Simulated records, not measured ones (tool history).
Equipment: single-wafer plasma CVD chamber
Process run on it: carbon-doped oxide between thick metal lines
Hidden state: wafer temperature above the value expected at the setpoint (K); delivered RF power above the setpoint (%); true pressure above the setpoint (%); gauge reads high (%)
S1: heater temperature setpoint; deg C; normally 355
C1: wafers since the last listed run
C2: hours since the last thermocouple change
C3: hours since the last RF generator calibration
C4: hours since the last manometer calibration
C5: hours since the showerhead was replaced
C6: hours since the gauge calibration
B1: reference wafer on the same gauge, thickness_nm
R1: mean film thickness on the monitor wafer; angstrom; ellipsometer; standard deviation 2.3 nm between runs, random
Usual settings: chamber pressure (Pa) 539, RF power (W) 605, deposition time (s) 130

run 1 hour=0 | S1=355 chamber_pressure_(Pa)=539 RF_power_(W)=605 deposition_time_(s)=130 | C1=0 C2=1982.1 C3=351.2 C4=2486.9 C5=5752.3 C6=729.6 | B1=664.528 | R1=6927.21
run 2 hour=38.7 | S1=355 chamber_pressure_(Pa)=443 RF_power_(W)=640 deposition_time_(s)=130 | C1=409 C2=2020.8 C3=389.9 C4=2525.6 C5=5791 C6=768.3 | B1=663.697 | R1=7012.11
run 3 hour=102.2 | S1=355 chamber_pressure_(Pa)=443 RF_power_(W)=640 deposition_time_(s)=130 | C1=672 C2=2084.3 C3=453.4 C4=2589.1 C5=5854.5 C6=831.8 | B1=661.874 | R1=7018.15
run 4 hour=129.8 | S1=355 chamber_pressure_(Pa)=539 RF_power_(W)=605 deposition_time_(s)=146 | C1=292 C2=2111.9 C3=481 C4=2616.7 C5=5882.1 C6=859.4 | B1=661.186 | R1=7725.97
run 5 hour=174.4 | S1=355 chamber_pressure_(Pa)=539 RF_power_(W)=605 deposition_time_(s)=146 | C1=472 C2=2156.5 C3=525.6 C4=2661.3 C5=5926.7 C6=904 | B1=659.434 | R1=7693.54
run 6 hour=298.6 | S1=355 chamber_pressure_(Pa)=539 RF_power_(W)=605 deposition_time_(s)=130 | C1=1315 C2=2280.7 C3=649.8 C4=2785.5 C5=6050.9 C6=1028.2 | B1=655.5 | R1=6839.51
-- hour=339.4 gauge calibrated
run 7 hour=360.8 | S1=355 chamber_pressure_(Pa)=539 RF_power_(W)=605 deposition_time_(s)=130 | C1=658 C2=2342.9 C3=712 C4=2847.7 C5=6113.1 C6=21.4 | B1=675.988 | R1=7012.92
-- hour=368.9 showerhead replaced
run 8 hour=418.9 | S1=355 chamber_pressure_(Pa)=539 RF_power_(W)=605 deposition_time_(s)=130 | C1=530 C2=2401 C3=770.1 C4=2905.8 C5=50 C6=79.5 | B1=675.808 | R1=7045.22
run 9 hour=483.5 | S1=355 chamber_pressure_(Pa)=539 RF_power_(W)=605 deposition_time_(s)=130 | C1=684 C2=2465.6 C3=834.7 C4=2970.4 C5=114.6 C6=144.1 | B1=675.329 | R1=7013.83
-- hour=493.4 capacitance manometer re-zeroed and calibrated
run 10 hour=542.2 | S1=355 chamber_pressure_(Pa)=539 RF_power_(W)=605 deposition_time_(s)=130 | C1=537 C2=2524.3 C3=893.4 C4=48.8 C5=173.3 C6=202.8 | B1=675.076 | R1=7037.74
-- hour=570.1 thermocouple changed; heater temperature recalibrated
run 11 hour=570.6 | S1=361 chamber_pressure_(Pa)=484 RF_power_(W)=655 deposition_time_(s)=120 | C1=216 C2=0.5 C3=921.8 C4=77.2 C5=201.7 C6=231.2 | B1=674.725 | R1=6632.46
run 12 hour=609.6 | S1=355 chamber_pressure_(Pa)=469 RF_power_(W)=570 deposition_time_(s)=130 | C1=413 C2=39.5 C3=960.8 C4=116.2 C5=240.7 C6=270.2 | B1=674.413 | R1=6644.16
-- hour=732.8 RF generator calibrated
run 13 hour=822.7 | S1=345 chamber_pressure_(Pa)=487 RF_power_(W)=725 deposition_time_(s)=130 | C1=2172 C2=252.6 C3=89.9 C4=329.3 C5=453.8 C6=483.3 | B1=671.487 | R1=7881.17
run 14 hour=856.4 | S1=350 chamber_pressure_(Pa)=436 RF_power_(W)=495 deposition_time_(s)=130 | C1=356 C2=286.3 C3=123.6 C4=363 C5=487.5 C6=517 | B1=670.682 | R1=6090.48
run 15 hour=925.4 | S1=349 chamber_pressure_(Pa)=669 RF_power_(W)=715 deposition_time_(s)=121 | C1=730 C2=355.3 C3=192.6 C4=432 C5=556.5 C6=586 | B1=669.958 | R1=7446.37
run 16 hour=967.3 | S1=355 chamber_pressure_(Pa)=453 RF_power_(W)=605 deposition_time_(s)=130 | C1=443 C2=397.2 C3=234.5 C4=473.9 C5=598.4 C6=627.9 | B1=669.128 | R1=6868.61
run 17 hour=1023.8 | S1=355 chamber_pressure_(Pa)=539 RF_power_(W)=605 deposition_time_(s)=112 | C1=598 C2=453.7 C3=291 C4=530.4 C5=654.9 C6=684.4 | B1=668.252 | R1=5956.7
run 18 hour=1067.1 | S1=350 chamber_pressure_(Pa)=539 RF_power_(W)=720 deposition_time_(s)=130 | C1=458 C2=497 C3=334.3 C4=573.7 C5=698.2 C6=727.7 | B1=666.785 | R1=7765.86
run 19 hour=1121.4 | S1=368 chamber_pressure_(Pa)=456 RF_power_(W)=605 deposition_time_(s)=142 | C1=575 C2=551.3 C3=388.6 C4=628 C5=752.5 C6=782 | B1=665.66 | R1=7266.47
run 20 hour=1163.8 | S1=363 chamber_pressure_(Pa)=539 RF_power_(W)=680 deposition_time_(s)=130 | C1=449 C2=593.7 C3=431 C4=670.4 C5=794.9 C6=824.4 | B1=664.703 | R1=7304.41
run 21 hour=1227.8 | S1=355 chamber_pressure_(Pa)=539 RF_power_(W)=605 deposition_time_(s)=130 | C1=677 C2=657.7 C3=495 C4=734.4 C5=858.9 C6=888.4 | B1=662.366 | R1=6891.74
run 22 hour=1259.1 | S1=355 chamber_pressure_(Pa)=539 RF_power_(W)=605 deposition_time_(s)=130 | C1=331 C2=689 C3=526.3 C4=765.7 C5=890.2 C6=919.7 | B1=661.263 | R1=6861.56
run 23 hour=1297 | S1=366 chamber_pressure_(Pa)=419 RF_power_(W)=605 deposition_time_(s)=144 | C1=401 C2=726.9 C3=564.2 C4=803.6 C5=928.1 C6=957.6 | B1=660.016 | R1=7234.52
run 24 hour=1359 | S1=355 chamber_pressure_(Pa)=539 RF_power_(W)=605 deposition_time_(s)=130 | C1=656 C2=788.9 C3=626.2 C4=865.6 C5=990.1 C6=1019.6 | B1=658.485 | R1=6816.9
run 25 hour=1400.2 | S1=355 chamber_pressure_(Pa)=539 RF_power_(W)=605 deposition_time_(s)=130 | C1=436 C2=830.1 C3=667.4 C4=906.8 C5=1031.3 C6=1060.8 | B1=656.982 | R1=6860.05
run 26 hour=1444.5 | S1=355 chamber_pressure_(Pa)=539 RF_power_(W)=490 deposition_time_(s)=149 | C1=469 C2=874.4 C3=711.7 C4=951.1 C5=1075.6 C6=1105.1 | B1=655.307 | R1=6804.09
run 27 hour=1479.5 | S1=355 chamber_pressure_(Pa)=539 RF_power_(W)=605 deposition_time_(s)=130 | C1=370 C2=909.4 C3=746.7 C4=986.1 C5=1110.6 C6=1140.1 | B1=654.216 | R1=6801.16
run 28 hour=1545.6 | S1=366 chamber_pressure_(Pa)=629 RF_power_(W)=560 deposition_time_(s)=117 | C1=700 C2=975.5 C3=812.8 C4=1052.2 C5=1176.7 C6=1206.2 | B1=651.393 | R1=5755.64

Each row is a separate what-if for the run after 28, all from the same tool condition, not one after another. Results?
run A hour=1546 | S1=362 chamber_pressure_(Pa)=539 RF_power_(W)=605 deposition_time_(s)=130 | C1=4 C2=975.9 C3=813.2 C4=1052.6 C5=1177.1 C6=1206.6 | B1=? | R1=?
run B hour=1546 | S1=348 chamber_pressure_(Pa)=599 RF_power_(W)=510 deposition_time_(s)=130 | C1=4 C2=975.9 C3=813.2 C4=1052.6 C5=1177.1 C6=1206.6 | B1=? | R1=?
run C hour=1546 | S1=363 chamber_pressure_(Pa)=469 RF_power_(W)=670 deposition_time_(s)=138 | C1=4 C2=975.9 C3=813.2 C4=1052.6 C5=1177.1 C6=1206.6 | B1=? | R1=?
run D hour=1546 | S1=355 chamber_pressure_(Pa)=665 RF_power_(W)=660 deposition_time_(s)=147 | C1=4 C2=975.9 C3=813.2 C4=1052.6 C5=1177.1 C6=1206.6 | B1=? | R1=?

run=A B1=651.504 R1=6631.31
run=B B1=651.504 R1=6189.05
run=C B1=651.504 R1=7396.61
run=D B1=651.504 R1=8188.28
Take away the tool's hidden state, keep each run's random variation, and the runs would have read:
run=A R1=6871.87
run=B R1=6413.56
run=C R1=7664.93
run=D R1=8485.32
